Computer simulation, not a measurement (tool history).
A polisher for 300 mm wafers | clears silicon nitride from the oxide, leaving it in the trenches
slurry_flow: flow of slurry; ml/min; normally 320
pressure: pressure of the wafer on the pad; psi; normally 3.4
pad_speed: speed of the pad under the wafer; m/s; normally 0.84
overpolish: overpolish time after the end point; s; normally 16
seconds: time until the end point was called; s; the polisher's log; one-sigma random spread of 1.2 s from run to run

| run | day | slurry_flow | pressure | pad_speed | overpolish | incoming thickness of the incoming film, nm | seconds |
|---|---|---|---|---|---|---|---|
| 1 | 0 | 320 | 3.4 | 0.84 | 23 | 66.1 | 67.5 |
| 2 | 5.062 | 320 | 3.4 | 0.84 | 23 | 65.1 | 71.6 |
|  | 5.671 | worn pad replaced by a new one |
| 3 | 11.021 | 320 | 3.4 | 0.84 | 23 | 66.2 | 69.5 |
|  | 12.775 | worn pad replaced by a new one |
| 4 | 12.796 | 320 | 3.4 | 0.84 | 16 | 63.9 | 61.5 |
|  | 14.525 | slurry nozzle cleaned |
| 5 | 14.875 | 320 | 3.4 | 0.84 | 16 | 65.2 | 63.9 |
| 6 | 15.896 | 320 | 3.4 | 0.84 | 16 | 65.2 | 63.7 |
|  | 16.983 | head pressure recalibrated |
| 7 | 18.575 | 320 | 3.4 | 0.84 | 16 | 65 | 74 |
|  | 19.912 | worn pad replaced by a new one |
| 8 | 20.733 | 405 | 3.4 | 0.72 | 13 | 65 | 74 |
| 9 | 22.929 | 275 | 3.4 | 0.7 | 25 | 65.4 | 87.6 |
| 10 | 24.242 | 320 | 3.4 | 0.84 | 16 | 63.9 | 71.9 |
|  | 26.154 | worn pad replaced by a new one |
| 11 | 26.388 | 320 | 3.4 | 0.84 | 16 | 65.6 | 64.9 |
| 12 | 28.762 | 430 | 3.4 | 0.84 | 16 | 64.9 | 68.7 |
| 13 | 31.579 | 260 | 4.6 | 0.92 | 10 | 64.1 | 48.9 |
|  | 33.325 | worn pad replaced by a new one |
| 14 | 34.462 | 320 | 3.4 | 1.12 | 16 | 64.6 | 47.5 |
| 15 | 36.642 | 215 | 3.7 | 0.66 | 22 | 64.9 | 85.5 |

4 ways to go on from here, each from the tool as it stands after run 15. What would each give?
| A | 36.658 | 320 | 3.4 | 0.84 | 16 | 65.3 | ? |
| B | 36.658 | 240 | 3.4 | 0.84 | 25 | 65.3 | ? |
| C | 36.658 | 260 | 2.6 | 0.84 | 16 | 65.3 | ? |
| D | 36.658 | 320 | 4.5 | 0.84 | 21 | 65.3 | ? |

| run | seconds |
|---|---|
| A | 68.3 |
| B | 70.2 |
| C | 91 |
| D | 51.6 |
With no hidden state in the tool, these same runs would have given:
| run | seconds |
|---|---|
| A | 63.7 |
| B | 65.5 |
| C | 85 |
| D | 48.1 |
